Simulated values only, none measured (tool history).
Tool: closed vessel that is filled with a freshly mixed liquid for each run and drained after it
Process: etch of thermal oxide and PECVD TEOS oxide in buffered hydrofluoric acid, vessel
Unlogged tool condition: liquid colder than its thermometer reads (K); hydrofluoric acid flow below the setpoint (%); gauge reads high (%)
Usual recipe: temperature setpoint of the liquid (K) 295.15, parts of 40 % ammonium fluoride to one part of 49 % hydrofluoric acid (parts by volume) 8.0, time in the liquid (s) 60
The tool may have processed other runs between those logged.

run,day,temperature setpoint of the liquid (K),parts of 40 % ammonium fluoride to one part of 49 % hydrofluoric acid (parts by volume),time in the liquid (s),wafers since the last listed run,hours since the thermometer was replaced,hours since the hydrofluoric acid flow meter was replaced,hours since the gauge calibration,"read-back film thickness of the thermal oxide reference wafer, read on the same gauge (nm)","read-back film thickness of the PECVD TEOS oxide reference wafer, read on the same gauge (nm)",thickness taken off the thermal oxide on a monitor wafer (nm),thickness taken off the PECVD TEOS oxide on a monitor wafer (nm)
1,0.000,295.15,6.0,60,0,1683.5,1190.4,150.6,80.04,109.97,85.35,91.65
2,0.371,295.15,6.0,60,1309,1692.4,1199.3,159.5,80.00,110.01,85.42,90.46
3,0.858,295.15,10.0,60,1721,1704.1,1211.0,171.2,79.97,110.00,52.71,56.34
4,1.575,295.15,10.0,60,2530,1721.3,1228.2,188.4,80.00,110.00,52.64,56.01
5,1.833,295.15,8.0,40,912,1727.5,1234.4,194.6,80.01,109.99,42.77,46.04
6,2.383,295.15,8.0,40,1942,1740.7,1247.6,207.8,80.03,110.03,42.74,45.93
7,2.758,295.15,8.0,60,1324,1749.7,1256.6,216.8,80.04,109.95,64.09,67.63
8,3.038,295.15,8.0,85,985,1756.4,1263.3,223.5,80.00,109.99,90.94,95.69
# day 3.583: gauge calibrated
9,3.975,295.15,8.0,60,3310,1778.9,1285.8,9.4,80.02,109.99,64.19,68.55
10,4.262,295.15,8.0,60,1015,1785.8,1292.7,16.3,80.04,110.01,64.14,67.59
11,5.012,295.15,8.0,60,2648,1803.8,1310.7,34.3,80.01,109.97,64.10,67.24
12,5.292,293.15,8.0,30,985,1810.5,1317.4,41.0,80.03,110.01,28.89,30.32
13,5.988,295.15,8.0,60,2457,1827.2,1334.1,57.7,79.97,109.98,64.00,67.41
14,6.454,291.65,10.0,90,1648,1838.4,1345.3,68.9,79.99,110.00,64.59,67.75
15,7.121,292.65,6.0,80,2354,1854.4,1361.3,84.9,79.98,109.99,97.53,102.42
# day 7.508: hydrofluoric acid flow meter replaced
16,7.646,295.15,8.0,40,1706,1867.0,3.3,97.5,80.02,110.01,42.72,45.81
17,8.317,292.65,6.5,80,2369,1883.1,19.4,113.6,79.94,109.96,90.74,96.94
18,8.892,295.15,8.0,30,2030,1896.9,33.2,127.4,80.01,110.01,32.10,33.84
19,9.196,290.65,8.0,60,1074,1904.2,40.5,134.7,79.98,110.01,49.22,52.36
# day 9.733: thermometer replaced
20,9.750,293.15,6.0,50,1809,0.4,53.8,148.0,80.01,109.95,74.02,79.36
21,10.208,292.65,10.5,40,1618,11.4,64.8,159.0,79.97,110.00,34.24,36.31
22,10.704,299.15,10.0,70,1751,23.3,76.7,170.9,79.98,110.00,90.12,94.15
23,11.367,295.15,10.5,40,2339,39.2,92.6,186.8,80.03,110.00,39.43,41.58
24,11.725,295.15,8.0,60,1265,47.8,101.2,195.4,80.02,109.98,75.52,78.13
25,12.283,295.15,8.0,60,1971,61.2,114.6,208.8,80.03,110.00,75.14,80.27
# day 12.692: gauge calibrated
26,13.025,295.15,8.0,60,2619,79.0,132.4,8.0,80.02,110.03,74.77,79.09
27,13.642,295.15,8.0,60,2177,93.8,147.2,22.8,79.97,110.01,74.71,79.79

Each row is a separate what-if for the run after 27, all from the same tool condition, not one after another. Results?
A,13.671,295.15,8.0,60,103,94.5,147.9,23.5,?,?,?,?
B,13.671,295.15,9.0,60,103,94.5,147.9,23.5,?,?,?,?
C,13.671,299.65,10.5,30,103,94.5,147.9,23.5,?,?,?,?

run,"read-back film thickness of the thermal oxide reference wafer, read on the same gauge (nm)","read-back film thickness of the PECVD TEOS oxide reference wafer, read on the same gauge (nm)",thickness taken off the thermal oxide on a monitor wafer (nm),thickness taken off the PECVD TEOS oxide on a monitor wafer (nm)
A,80.06,109.99,74.49,78.64
B,80.06,109.99,65.55,69.20
C,80.06,109.99,37.38,39.47
With no hidden state in the tool, these same runs would have given:
run,thickness taken off the thermal oxide on a monitor wafer (nm),thickness taken off the PECVD TEOS oxide on a monitor wafer (nm)
A,75.44,79.64
B,66.39,70.09
C,37.85,39.96

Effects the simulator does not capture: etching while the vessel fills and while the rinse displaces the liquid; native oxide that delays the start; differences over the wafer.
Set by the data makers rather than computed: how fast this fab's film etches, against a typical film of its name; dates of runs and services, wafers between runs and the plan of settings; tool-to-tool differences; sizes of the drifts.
